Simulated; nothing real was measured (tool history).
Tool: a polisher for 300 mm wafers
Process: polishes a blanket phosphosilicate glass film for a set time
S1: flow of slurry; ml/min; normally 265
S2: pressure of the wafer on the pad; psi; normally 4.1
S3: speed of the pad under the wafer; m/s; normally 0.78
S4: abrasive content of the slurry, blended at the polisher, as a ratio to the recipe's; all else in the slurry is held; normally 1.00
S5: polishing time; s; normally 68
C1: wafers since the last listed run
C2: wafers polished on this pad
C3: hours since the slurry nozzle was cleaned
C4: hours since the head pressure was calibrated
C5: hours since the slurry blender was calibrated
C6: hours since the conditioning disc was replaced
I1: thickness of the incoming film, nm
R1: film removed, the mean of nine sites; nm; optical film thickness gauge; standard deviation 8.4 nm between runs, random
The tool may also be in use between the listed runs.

run	hour	S1	S2	S3	S4	S5	C1	C2	C3	C4	C5	C6	I1	R1
1	0.0	320	4.1	0.78	1.00	68	0	459	283.5	957.2	519.7	218.1	4157.0	688.1
# hour 1.2: slurry blender recalibrated
# hour 13.7: slurry nozzle cleaned
2	66.4	320	4.1	0.78	1.00	68	791	1250	52.7	1023.6	65.2	284.5	4030.7	689.5
3	98.7	335	4.1	0.78	1.00	68	398	1648	85.0	1055.9	97.5	316.8	4139.0	672.7
4	166.3	265	4.1	0.78	1.00	68	833	2481	152.6	1123.5	165.1	384.4	4107.8	651.3
# hour 185.6: worn pad replaced by a new one
# hour 193.1: conditioning disc replaced and pad reconditioned
5	225.9	265	4.1	0.78	1.00	68	660	471	212.2	1183.1	224.7	32.8	4114.9	690.2
6	252.3	230	4.1	0.78	1.00	68	325	797	238.6	1209.5	251.1	59.2	4103.0	679.4
# hour 270.3: slurry nozzle cleaned
7	315.1	230	4.1	0.78	1.00	68	761	1558	44.8	1272.3	313.9	122.0	4151.5	662.9
8	386.9	265	4.1	0.88	0.85	68	884	2443	116.6	1344.1	385.7	193.8	4092.7	694.5
# hour 419.8: slurry blender recalibrated
# hour 426.5: worn pad replaced by a new one
9	440.4	265	4.5	0.78	1.00	81	585	170	170.1	1397.6	20.6	247.3	4127.6	861.5
10	468.9	265	4.5	0.78	1.00	81	351	521	198.6	1426.1	49.1	275.8	4039.0	865.4
11	505.2	265	4.5	0.78	1.00	81	447	969	234.9	1462.4	85.4	312.1	4102.7	845.6
12	532.6	315	4.9	0.78	1.00	68	337	1306	262.3	1489.8	112.8	339.5	4153.8	798.4
# hour 571.4: head pressure recalibrated
13	576.6	265	4.1	0.94	0.90	68	517	1824	306.3	5.2	156.8	383.5	4116.2	692.2
# hour 586.4: slurry nozzle cleaned
14	642.9	265	5.4	1.00	0.90	68	804	2629	56.5	71.5	223.1	449.8	4085.3	941.7
# hour 660.5: worn pad replaced by a new one
# hour 699.3: conditioning disc replaced and pad reconditioned
15	711.0	325	4.1	0.86	0.85	78	765	598	124.6	139.6	291.2	11.7	4055.6	802.5
16	740.7	210	4.1	0.78	1.00	68	366	964	154.3	169.3	320.9	41.4	4101.7	653.4
17	773.6	340	4.1	0.78	1.10	68	405	1369	187.2	202.2	353.8	74.3	4072.6	721.5
18	824.3	325	4.1	0.86	0.85	78	624	1994	237.9	252.9	404.5	125.0	4037.6	796.9
19	871.7	345	4.9	0.78	1.00	54	584	2578	285.3	300.3	451.9	172.4	4113.0	649.0
# hour 897.3: worn pad replaced by a new one
20	903.9	265	4.1	0.78	1.00	68	347	81	317.5	332.5	484.1	204.6	4108.0	684.4
# hour 917.2: slurry blender recalibrated
# hour 930.2: slurry nozzle cleaned
21	930.6	265	4.1	0.78	0.90	68	292	373	0.4	359.2	13.4	231.3	4103.2	634.0
22	962.3	290	5.2	1.00	0.90	68	390	764	32.1	390.9	45.1	263.0	4176.3	982.7
23	987.4	265	4.6	0.78	1.00	50	309	1073	57.2	416.0	70.2	288.1	4153.4	538.6
24	1058.5	265	4.1	0.78	0.85	68	876	1949	128.3	487.1	141.3	359.2	4079.3	614.7
25	1103.1	230	4.1	0.78	1.00	68	549	2499	172.9	531.7	185.9	403.8	4107.5	620.3

Below are 4 alternative next runs, each starting from the tool's condition after run 25. Predict each:
A	1103.5	265	4.1	0.78	1.00	68	4	2504	173.3	532.1	186.3	404.2	4044.3	?
B	1103.5	325	4.1	0.56	1.00	68	4	2504	173.3	532.1	186.3	404.2	4044.3	?
C	1103.5	305	4.1	0.78	1.10	68	4	2504	173.3	532.1	186.3	404.2	4044.3	?
D	1103.5	265	4.1	0.78	0.75	68	4	2504	173.3	532.1	186.3	404.2	4044.3	?

run	R1
A	629.6
B	509.0
C	656.7
D	577.1
Take away the tool's hidden state, keep each run's random variation, and the runs would have read:
run	R1
A	682.2
B	541.3
C	711.5
D	625.3

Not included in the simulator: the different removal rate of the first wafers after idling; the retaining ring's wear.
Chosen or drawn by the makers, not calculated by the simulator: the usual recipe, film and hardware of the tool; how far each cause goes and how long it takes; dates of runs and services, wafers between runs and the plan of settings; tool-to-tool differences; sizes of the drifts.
